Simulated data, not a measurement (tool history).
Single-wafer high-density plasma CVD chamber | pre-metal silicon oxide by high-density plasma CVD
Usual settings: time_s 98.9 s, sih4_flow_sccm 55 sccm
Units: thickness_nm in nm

run,hour,time_s,sih4_flow_sccm,wafers since the last listed run,hours since the silane flow controller was replaced,hours since the gauge calibration,"read-back reference wafer on the same gauge, thickness_nm",thickness_nm
1,0.0,98.9,62,0,3356.8,78.3,614.986,647.516
2,29.6,98.9,62,221,3386.4,107.9,615.169,650.230
3,55.4,98.9,55,192,3412.2,133.7,614.810,581.758
4,97.2,98.9,55,312,3454.0,175.5,615.069,581.960
5,117.7,98.9,55,153,3474.5,196.0,615.189,582.994
6,139.6,98.9,55,163,3496.4,217.9,615.167,582.333
7,173.8,98.9,55,255,3530.6,252.1,614.995,582.368
8,202.4,98.9,55,213,3559.2,280.7,614.553,582.328
9,235.1,98.9,55,244,3591.9,313.4,614.753,582.668
10,250.7,83.4,55,116,3607.5,329.0,615.166,491.248
# hour 277.9: gauge calibrated
11,280.6,98.9,58,223,3637.4,2.7,614.400,612.474
# hour 294.0: silane flow controller replaced
12,310.7,110.3,47,165,16.7,32.8,615.043,504.260
13,337.2,115.0,59,198,43.2,59.3,615.018,647.496
14,369.5,105.0,44,241,75.5,91.6,614.873,453.590
# hour 390.3: silane flow controller replaced, repeated, since the last time left the tool worse
15,390.8,98.9,62,99,0.5,112.9,615.140,625.052
16,410.0,98.9,55,143,19.7,132.1,615.316,560.274
17,423.1,115.4,48,97,32.8,145.2,615.146,578.306
18,449.7,98.9,49,198,59.4,171.8,614.707,504.335
19,485.1,110.6,61,264,94.8,207.2,614.980,688.568

Some steps in thickness_nm between neighbouring runs. How much of each would the tool show without its hidden state too (settings, what came in, random variation), and how much is left for the hidden state, with any gauge scatter that isn't in both results?
The hidden state here: delivered silane flow above the setpoint (%); gauge reads high (%).
Run 11 -> 12: time_s 98.9 -> 110.3, sih4_flow_sccm 58 -> 47, silane flow controller replaced. thickness_nm -108.214 nm: hidden state -61.566, all else -46.648.
Run 13 -> 14: time_s 115.0 -> 105.0, sih4_flow_sccm 59 -> 44. thickness_nm -193.906 nm: hidden state +14.929, all else -208.835.
